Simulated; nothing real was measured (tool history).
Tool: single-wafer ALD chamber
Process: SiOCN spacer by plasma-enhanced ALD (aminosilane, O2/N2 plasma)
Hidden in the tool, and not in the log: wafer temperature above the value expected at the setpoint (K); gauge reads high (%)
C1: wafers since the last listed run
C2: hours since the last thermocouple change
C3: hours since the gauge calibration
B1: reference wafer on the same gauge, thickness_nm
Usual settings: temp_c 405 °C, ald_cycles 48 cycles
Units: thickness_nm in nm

Run 1, hour 0: usual settings; C1 0; C2 1026.4; C3 167.4; B1 2.76. Result: thickness_nm 2.605 nm.
Run 2, hour 16.9: usual settings; C1 93; C2 1043.3; C3 184.3; B1 2.758. Result: thickness_nm 2.596 nm.
Run 3, hour 34.7: usual settings; C1 98; C2 1061.1; C3 202.1; B1 2.759. Result: thickness_nm 2.599 nm.
Run 4, hour 51.9: usual settings; C1 95; C2 1078.3; C3 219.3; B1 2.761. Result: thickness_nm 2.613 nm.
Run 5, hour 61.8: usual settings; C1 54; C2 1088.2; C3 229.2; B1 2.76. Result: thickness_nm 2.606 nm.
Run 6, hour 72.6: usual settings; C1 59; C2 1099; C3 240; B1 2.76. Result: thickness_nm 2.606 nm.
Run 7, hour 79.8: usual settings; C1 39; C2 1106.2; C3 247.2; B1 2.76. Result: thickness_nm 2.609 nm.
Run 8, hour 90.2: usual settings but temp_c 398 °C; C1 57; C2 1116.6; C3 257.6; B1 2.76. Result: thickness_nm 2.645 nm.
Run 9, hour 106.2: usual settings but temp_c 398 °C; C1 88; C2 1132.6; C3 273.6; B1 2.759. Result: thickness_nm 2.639 nm.
Run 10, hour 121.9: usual settings but temp_c 397 °C; C1 86; C2 1148.3; C3 289.3; B1 2.761. Result: thickness_nm 2.64 nm.
Run 11, hour 130.1: usual settings; C1 45; C2 1156.5; C3 297.5; B1 2.761. Result: thickness_nm 2.619 nm.
Run 12, hour 141.6: usual settings but temp_c 396 °C; C1 63; C2 1168; C3 309; B1 2.761. Result: thickness_nm 2.64 nm.
Run 13, hour 154.6: usual settings but temp_c 412 °C; C1 71; C2 1181; C3 322; B1 2.76. Result: thickness_nm 2.544 nm.
Run 14, hour 170: usual settings but temp_c 412 °C; C1 85; C2 1196.4; C3 337.4; B1 2.759. Result: thickness_nm 2.543 nm.
Run 15, hour 182.5: usual settings but temp_c 412 °C; C1 69; C2 1208.9; C3 349.9; B1 2.762. Result: thickness_nm 2.537 nm.
Run 16, hour 192.8: usual settings; C1 57; C2 1219.2; C3 360.2; B1 2.76. Result: thickness_nm 2.607 nm.
At hour 200.8: thermocouple changed; heater temperature recalibrated.
Run 17, hour 203.3: usual settings; C1 13; C2 2.5; C3 370.7; B1 2.759. Result: thickness_nm 2.591 nm.
Run 18, hour 218: usual settings but temp_c 398 °C; C1 81; C2 17.2; C3 385.4; B1 2.759. Result: thickness_nm 2.648 nm.
Run 19, hour 271.2: usual settings but temp_c 399 °C, ald_cycles 53 cycles; C1 294; C2 70.4; C3 438.6; B1 2.759. Result: thickness_nm 2.919 nm.
Run 20, hour 286.1: usual settings but temp_c 393 °C; C1 82; C2 85.3; C3 453.5; B1 2.76. Result: thickness_nm 2.637 nm.
Run 21, hour 297.7: usual settings; C1 64; C2 96.9; C3 465.1; B1 2.759. Result: thickness_nm 2.606 nm.
At hour 298.2: gauge calibrated.
Run 22, hour 312.3: usual settings but ald_cycles 57 cycles; C1 80; C2 111.5; C3 14.1; B1 2.76. Result: thickness_nm 3.093 nm.
Run 23, hour 321.8: usual settings but temp_c 411 °C, ald_cycles 41 cycles; C1 52; C2 121; C3 23.6; B1 2.761. Result: thickness_nm 2.173 nm.
Run 24, hour 335.1: usual settings; C1 73; C2 134.3; C3 36.9; B1 2.761. Result: thickness_nm 2.599 nm.
Run 25, hour 341.6: usual settings; C1 35; C2 140.8; C3 43.4; B1 2.76. Result: thickness_nm 2.597 nm.
Run 26, hour 376.2: usual settings but temp_c 392 °C, ald_cycles 52 cycles; C1 191; C2 175.4; C3 78; B1 2.761. Result: thickness_nm 2.864 nm.
Run 27, hour 386.2: usual settings but temp_c 394 °C; C1 55; C2 185.4; C3 88; B1 2.761. Result: thickness_nm 2.646 nm.
Run 28, hour 401: usual settings but temp_c 418 °C, ald_cycles 52 cycles; C1 81; C2 200.2; C3 102.8; B1 2.759. Result: thickness_nm 2.691 nm.

Run 29 comes next. What will it give?
Run 29, hour 438.8: usual settings but temp_c 400 °C, ald_cycles 51 cycles; C1 209; C2 238; C3 140.6; B1 ?. Result: thickness_nm ?.

{"run 29": {"B1": 2.761, "thickness_nm": 2.816}}
Without the tool's hidden state the same run would have given thickness_nm 2.816 nm.
